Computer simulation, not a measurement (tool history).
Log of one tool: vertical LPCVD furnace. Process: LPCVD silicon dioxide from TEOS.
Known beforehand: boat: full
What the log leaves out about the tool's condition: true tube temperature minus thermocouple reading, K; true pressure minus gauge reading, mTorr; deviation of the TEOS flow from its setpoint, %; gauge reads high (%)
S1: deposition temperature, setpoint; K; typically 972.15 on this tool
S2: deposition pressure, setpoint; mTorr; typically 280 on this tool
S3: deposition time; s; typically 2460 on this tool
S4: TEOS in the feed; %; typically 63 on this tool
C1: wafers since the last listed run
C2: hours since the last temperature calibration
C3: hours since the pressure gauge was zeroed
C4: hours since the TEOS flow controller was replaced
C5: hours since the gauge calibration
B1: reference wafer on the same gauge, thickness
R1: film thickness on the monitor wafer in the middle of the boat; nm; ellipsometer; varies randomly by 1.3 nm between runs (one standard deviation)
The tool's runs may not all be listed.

run 1 day=0.000 | S1=972.15 S2=280 S3=2460 S4=63 | C1=0 C2=1682.2 C3=3455.8 C4=4736.6 C5=673.4 | B1=263.38 | R1=265.65
run 2 day=1.896 | S1=972.15 S2=315 S3=2460 S4=63 | C1=1140 C2=1727.7 C3=3501.3 C4=4782.1 C5=718.9 | B1=262.86 | R1=280.79
run 3 day=4.146 | S1=972.15 S2=315 S3=2460 S4=63 | C1=1353 C2=1781.7 C3=3555.3 C4=4836.1 C5=772.9 | B1=263.09 | R1=280.31
run 4 day=7.062 | S1=972.15 S2=280 S3=2460 S4=63 | C1=1754 C2=1851.7 C3=3625.3 C4=4906.1 C5=842.9 | B1=263.05 | R1=263.03
run 5 day=8.479 | S1=972.15 S2=230 S3=2460 S4=63 | C1=852 C2=1885.7 C3=3659.3 C4=4940.1 C5=876.9 | B1=263.15 | R1=240.27
-- day=9.542 gauge calibrated
run 6 day=9.679 | S1=972.15 S2=230 S3=2460 S4=63 | C1=721 C2=1914.5 C3=3688.1 C4=4968.9 C5=3.3 | B1=262.64 | R1=239.34
-- day=10.975 thermocouples replaced and temperature profile calibrated
run 7 day=10.996 | S1=972.15 S2=280 S3=2460 S4=63 | C1=190 C2=0.5 C3=3719.7 C4=5000.5 C5=34.9 | B1=263.46 | R1=265.34
run 8 day=12.246 | S1=972.15 S2=280 S3=2460 S4=63 | C1=751 C2=30.5 C3=3749.7 C4=5030.5 C5=64.9 | B1=263.02 | R1=263.38
run 9 day=14.508 | S1=972.15 S2=280 S3=2460 S4=63 | C1=1361 C2=84.8 C3=3804.0 C4=5084.8 C5=119.2 | B1=263.24 | R1=264.33
run 10 day=16.558 | S1=972.15 S2=280 S3=2460 S4=63 | C1=1233 C2=134.0 C3=3853.2 C4=5134.0 C5=168.4 | B1=263.25 | R1=262.15
run 11 day=19.233 | S1=972.15 S2=280 S3=2460 S4=63 | C1=1609 C2=198.2 C3=3917.4 C4=5198.2 C5=232.6 | B1=263.51 | R1=266.76
run 12 day=22.012 | S1=972.15 S2=280 S3=2460 S4=63 | C1=1671 C2=264.9 C3=3984.1 C4=5264.9 C5=299.3 | B1=262.89 | R1=265.73
-- day=24.929 TEOS flow controller replaced
run 13 day=24.950 | S1=964.15 S2=210 S3=3300 S4=75 | C1=1165 C2=335.4 C3=4054.6 C4=0.5 C5=369.8 | B1=263.14 | R1=276.99
run 14 day=25.579 | S1=972.15 S2=280 S3=2460 S4=63 | C1=378 C2=350.5 C3=4069.7 C4=15.6 C5=384.9 | B1=262.22 | R1=263.28
run 15 day=26.617 | S1=972.15 S2=280 S3=2460 S4=63 | C1=624 C2=375.4 C3=4094.6 C4=40.5 C5=409.8 | B1=263.01 | R1=266.21
-- day=28.204 pressure gauge zeroed
run 16 day=28.604 | S1=982.15 S2=215 S3=2850 S4=70 | C1=594 C2=423.1 C3=9.6 C4=88.2 C5=457.5 | B1=263.00 | R1=355.62
run 17 day=29.842 | S1=983.15 S2=280 S3=2460 S4=58 | C1=744 C2=452.8 C3=39.3 C4=117.9 C5=487.2 | B1=262.94 | R1=327.07
run 18 day=31.058 | S1=972.15 S2=280 S3=2460 S4=63 | C1=731 C2=482.0 C3=68.5 C4=147.1 C5=516.4 | B1=262.94 | R1=266.75
run 19 day=33.538 | S1=977.15 S2=280 S3=3030 S4=63 | C1=1491 C2=541.5 C3=128.0 C4=206.6 C5=575.9 | B1=262.66 | R1=363.83
run 20 day=35.883 | S1=972.15 S2=350 S3=2460 S4=58 | C1=1411 C2=597.8 C3=184.3 C4=262.9 C5=632.2 | B1=263.14 | R1=282.04
run 21 day=36.896 | S1=976.15 S2=280 S3=3060 S4=58 | C1=609 C2=622.1 C3=208.6 C4=287.2 C5=656.5 | B1=262.91 | R1=347.67
run 22 day=38.429 | S1=972.15 S2=280 S3=2460 S4=63 | C1=922 C2=658.9 C3=245.4 C4=324.0 C5=693.3 | B1=263.07 | R1=265.12
run 23 day=39.896 | S1=972.15 S2=280 S3=2850 S4=75 | C1=882 C2=694.1 C3=280.6 C4=359.2 C5=728.5 | B1=262.93 | R1=332.92
-- day=41.729 gauge calibrated
run 24 day=42.358 | S1=972.15 S2=280 S3=2460 S4=56 | C1=1481 C2=753.2 C3=339.7 C4=418.3 C5=15.1 | B1=262.74 | R1=248.05
run 25 day=44.104 | S1=972.15 S2=255 S3=2460 S4=60 | C1=1050 C2=795.1 C3=381.6 C4=460.2 C5=57.0 | B1=263.06 | R1=245.97
run 26 day=45.183 | S1=972.15 S2=255 S3=3180 S4=59 | C1=649 C2=821.0 C3=407.5 C4=486.1 C5=82.9 | B1=263.54 | R1=314.21
run 27 day=46.521 | S1=964.15 S2=280 S3=2460 S4=54 | C1=804 C2=853.1 C3=439.6 C4=518.2 C5=115.0 | B1=263.07 | R1=202.33
run 28 day=48.071 | S1=967.15 S2=310 S3=1920 S4=52 | C1=932 C2=890.3 C3=476.8 C4=555.4 C5=152.2 | B1=263.35 | R1=176.53
run 29 day=49.729 | S1=972.15 S2=325 S3=1710 S4=69 | C1=997 C2=930.1 C3=516.6 C4=595.2 C5=192.0 | B1=263.26 | R1=208.96
run 30 day=51.833 | S1=972.15 S2=280 S3=2460 S4=63 | C1=1265 C2=980.6 C3=567.1 C4=645.7 C5=242.5 | B1=263.16 | R1=266.29
run 31 day=54.033 | S1=972.15 S2=280 S3=2460 S4=63 | C1=1323 C2=1033.4 C3=619.9 C4=698.5 C5=295.3 | B1=263.37 | R1=264.57
run 32 day=55.662 | S1=972.15 S2=280 S3=2460 S4=63 | C1=980 C2=1072.5 C3=659.0 C4=737.6 C5=334.4 | B1=263.03 | R1=261.97

Below are 3 alternative next runs, each starting from the tool's condition after run 32. Predict each:
run A day=55.821 | S1=972.15 S2=280 S3=2460 S4=63 | C1=95 C2=1076.3 C3=662.8 C4=741.4 C5=338.2 | B1=? | R1=?
run B day=55.821 | S1=964.15 S2=325 S3=1530 S4=75 | C1=95 C2=1076.3 C3=662.8 C4=741.4 C5=338.2 | B1=? | R1=?
run C day=55.821 | S1=963.15 S2=310 S3=2460 S4=63 | C1=95 C2=1076.3 C3=662.8 C4=741.4 C5=338.2 | B1=? | R1=?

run=A B1=262.67 R1=265.56
run=B B1=262.67 R1=160.87
run=C B1=262.67 R1=226.10
Without the tool's unlogged condition, the same runs would have read:
run=A R1=265.56
run=B R1=160.87
run=C R1=226.10
